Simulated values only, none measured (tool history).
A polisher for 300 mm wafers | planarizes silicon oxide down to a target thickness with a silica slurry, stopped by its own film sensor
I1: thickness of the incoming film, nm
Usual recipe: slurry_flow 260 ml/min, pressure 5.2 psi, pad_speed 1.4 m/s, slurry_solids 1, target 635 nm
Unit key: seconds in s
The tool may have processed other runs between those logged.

{"run": 1, "hour": 0.0, "slurry_flow": 260, "pressure": 5.2, "pad_speed": 1.4, "slurry_solids": 1, "target": 635, "I1": 1224.7, "seconds": 152.8}
{"run": 2, "hour": 30.0, "slurry_flow": 260, "pressure": 5.2, "pad_speed": 1.4, "slurry_solids": 1, "target": 635, "I1": 1227.4, "seconds": 150}
{"run": 3, "hour": 55.1, "slurry_flow": 260, "pressure": 5.2, "pad_speed": 1.4, "slurry_solids": 1, "target": 635, "I1": 1234.6, "seconds": 156.2}
{"run": 4, "hour": 81.2, "slurry_flow": 260, "pressure": 5.2, "pad_speed": 1.4, "slurry_solids": 1, "target": 635, "I1": 1238.9, "seconds": 158.5}
{"hour": 99.6, "done": "slurry blender recalibrated"}
{"run": 5, "hour": 100.9, "slurry_flow": 260, "pressure": 5.2, "pad_speed": 1.4, "slurry_solids": 1, "target": 635, "I1": 1225.5, "seconds": 153.2}
{"hour": 104.3, "done": "conditioning disc replaced and pad reconditioned"}
{"run": 6, "hour": 134.3, "slurry_flow": 260, "pressure": 5.2, "pad_speed": 1.06, "slurry_solids": 0.95, "target": 635, "I1": 1224.4, "seconds": 185.8}
{"hour": 148.7, "done": "head pressure recalibrated"}
{"run": 7, "hour": 149.4, "slurry_flow": 260, "pressure": 5.2, "pad_speed": 1.06, "slurry_solids": 0.95, "target": 635, "I1": 1227.4, "seconds": 172.3}
{"hour": 162.7, "done": "slurry nozzle cleaned"}
{"hour": 168.6, "done": "worn pad replaced by a new one"}
{"run": 8, "hour": 173.7, "slurry_flow": 260, "pressure": 5.2, "pad_speed": 1.06, "slurry_solids": 0.95, "target": 635, "I1": 1236.1, "seconds": 174.5}
{"run": 9, "hour": 204.3, "slurry_flow": 260, "pressure": 5.2, "pad_speed": 1.4, "slurry_solids": 1, "target": 700, "I1": 1229.6, "seconds": 127.9}
{"run": 10, "hour": 239.2, "slurry_flow": 260, "pressure": 5.2, "pad_speed": 1.4, "slurry_solids": 1, "target": 435, "I1": 1214.1, "seconds": 188.3}
{"hour": 252.1, "done": "conditioning disc replaced and pad reconditioned"}
{"run": 11, "hour": 254.2, "slurry_flow": 345, "pressure": 6.6, "pad_speed": 1.78, "slurry_solids": 1, "target": 635, "I1": 1228.1, "seconds": 94.7}
{"hour": 281.9, "done": "slurry blender recalibrated"}
{"run": 12, "hour": 282.4, "slurry_flow": 260, "pressure": 5.2, "pad_speed": 1.4, "slurry_solids": 1, "target": 635, "I1": 1233.7, "seconds": 147.4}
{"run": 13, "hour": 309.5, "slurry_flow": 260, "pressure": 4.1, "pad_speed": 1.4, "slurry_solids": 1, "target": 478, "I1": 1241.8, "seconds": 238.3}
{"hour": 315.5, "done": "worn pad replaced by a new one"}
{"run": 14, "hour": 337.7, "slurry_flow": 260, "pressure": 5.8, "pad_speed": 1.4, "slurry_solids": 1, "target": 467, "I1": 1245.7, "seconds": 167.7}
{"run": 15, "hour": 396.4, "slurry_flow": 260, "pressure": 5.2, "pad_speed": 1.4, "slurry_solids": 1, "target": 517, "I1": 1214.2, "seconds": 173.5}
{"hour": 414.4, "done": "conditioning disc replaced and pad reconditioned"}
{"hour": 419.4, "done": "slurry nozzle cleaned"}
{"run": 16, "hour": 419.9, "slurry_flow": 310, "pressure": 3.8, "pad_speed": 1.4, "slurry_solids": 0.85, "target": 546, "I1": 1235.5, "seconds": 239.3}
{"hour": 437.9, "done": "slurry blender recalibrated"}
{"run": 17, "hour": 443.1, "slurry_flow": 260, "pressure": 4.1, "pad_speed": 1.14, "slurry_solids": 0.8, "target": 566, "I1": 1223.5, "seconds": 250}
{"run": 18, "hour": 458.3, "slurry_flow": 260, "pressure": 5.2, "pad_speed": 1.4, "slurry_solids": 1, "target": 635, "I1": 1228.1, "seconds": 144.3}
{"hour": 477.0, "done": "worn pad replaced by a new one"}
{"run": 19, "hour": 491.1, "slurry_flow": 300, "pressure": 5.2, "pad_speed": 1.4, "slurry_solids": 1, "target": 635, "I1": 1207.2, "seconds": 139.2}
{"run": 20, "hour": 527.0, "slurry_flow": 260, "pressure": 5.2, "pad_speed": 1.4, "slurry_solids": 1, "target": 635, "I1": 1240.2, "seconds": 151.6}
{"run": 21, "hour": 540.0, "slurry_flow": 260, "pressure": 3.6, "pad_speed": 0.96, "slurry_solids": 1.25, "target": 795, "I1": 1208.2, "seconds": 181.4}
{"hour": 552.2, "done": "conditioning disc replaced and pad reconditioned"}
{"run": 22, "hour": 568.3, "slurry_flow": 230, "pressure": 6.1, "pad_speed": 1.04, "slurry_solids": 1, "target": 513, "I1": 1236.6, "seconds": 189.5}
{"hour": 596.6, "done": "slurry blender recalibrated"}
{"run": 23, "hour": 600.1, "slurry_flow": 260, "pressure": 5.2, "pad_speed": 1.7, "slurry_solids": 1, "target": 635, "I1": 1232.7, "seconds": 132}
{"run": 24, "hour": 632.2, "slurry_flow": 235, "pressure": 6.1, "pad_speed": 1.58, "slurry_solids": 1, "target": 573, "I1": 1231.9, "seconds": 132.1}

Below are 5 alternative next runs, each starting from the tool's condition after run 24. Predict each:
{"run": "A", "hour": 632.7, "slurry_flow": 260, "pressure": 4, "pad_speed": 1.4, "slurry_solids": 1, "target": 635, "I1": 1248.5, "seconds": "?"}
{"run": "B", "hour": 632.7, "slurry_flow": 175, "pressure": 3.6, "pad_speed": 1.4, "slurry_solids": 1, "target": 840, "I1": 1248.5, "seconds": "?"}
{"run": "C", "hour": 632.7, "slurry_flow": 260, "pressure": 5.2, "pad_speed": 1.08, "slurry_solids": 1, "target": 635, "I1": 1248.5, "seconds": "?"}
{"run": "D", "hour": 632.7, "slurry_flow": 330, "pressure": 5.2, "pad_speed": 1.74, "slurry_solids": 1, "target": 635, "I1": 1248.5, "seconds": "?"}
{"run": "E", "hour": 632.7, "slurry_flow": 260, "pressure": 4.5, "pad_speed": 1.4, "slurry_solids": 1, "target": 635, "I1": 1248.5, "seconds": "?"}

run=A seconds=197.9
run=B seconds=155
run=C seconds=181.1
run=D seconds=127.9
run=E seconds=175.9
With no hidden state in the tool, these same runs would have given:
run=A seconds=190.6
run=B seconds=149.2
run=C seconds=174.4
run=D seconds=123.2
run=E seconds=169.4
